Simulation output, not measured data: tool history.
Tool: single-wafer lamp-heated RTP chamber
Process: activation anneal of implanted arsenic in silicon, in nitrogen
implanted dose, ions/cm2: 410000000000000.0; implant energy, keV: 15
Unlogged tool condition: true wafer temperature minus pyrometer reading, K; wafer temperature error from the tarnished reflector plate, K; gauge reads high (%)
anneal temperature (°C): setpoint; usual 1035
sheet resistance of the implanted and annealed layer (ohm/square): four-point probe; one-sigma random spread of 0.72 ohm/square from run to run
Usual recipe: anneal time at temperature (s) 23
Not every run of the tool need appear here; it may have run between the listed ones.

run	day	anneal temperature (°C)	anneal time at temperature (s)	wafers since the last listed run	wafers since the last pyrometer calibration	wafers since the reflector plate was cleaned	hours since the gauge calibration	read-back reference wafer on the same gauge, sheet resistance	sheet resistance of the implanted and annealed layer (ohm/square)
1	0	1056	23	0	4749	1273	131.5	246.34	254.67
# day 0.896: pyrometer window cleaned and pyrometer calibrated
2	1.346	1056	23	463	206	1737	163.8	246.13	252.26
3	2.046	1056	23	320	526	2057	180.6	246.09	253.55
4	3.429	1035	18	633	1159	2690	213.8	245.92	261.99
5	4.179	1035	18	343	1502	3033	231.8	245.42	260.97
6	5.6	1044	23	650	2153	3684	265.9	245.38	256.44
7	6.367	1044	23	350	2503	4035	284.3	245.19	256.13
# day 7.592: reflector plate cleaned
8	7.612	1044	23	417	2921	9	314.2	244.85	256.51
9	7.954	1014	23	156	3077	165	322.4	244.99	261.05
10	9.346	1022	12	636	3714	802	355.8	244.49	265.59
11	10.058	1047	16	326	4041	1128	372.9	244.38	258
12	11.312	1048	15	574	4615	1702	403	243.8	258.17
13	12.425	1035	23	509	5124	2211	429.7	243.71	255.9

Estimate the outcome of run 14 from the log above:
14	13.221	1061	10	364	5488	2575	448.8	?	?

read-back reference wafer on the same gauge, sheet resistance: 243.27
sheet resistance of the implanted and annealed layer (ohm/square): 258.75
Minus the tool's unlogged condition, the same run would have read sheet resistance of the implanted and annealed layer (ohm/square) 262.66.

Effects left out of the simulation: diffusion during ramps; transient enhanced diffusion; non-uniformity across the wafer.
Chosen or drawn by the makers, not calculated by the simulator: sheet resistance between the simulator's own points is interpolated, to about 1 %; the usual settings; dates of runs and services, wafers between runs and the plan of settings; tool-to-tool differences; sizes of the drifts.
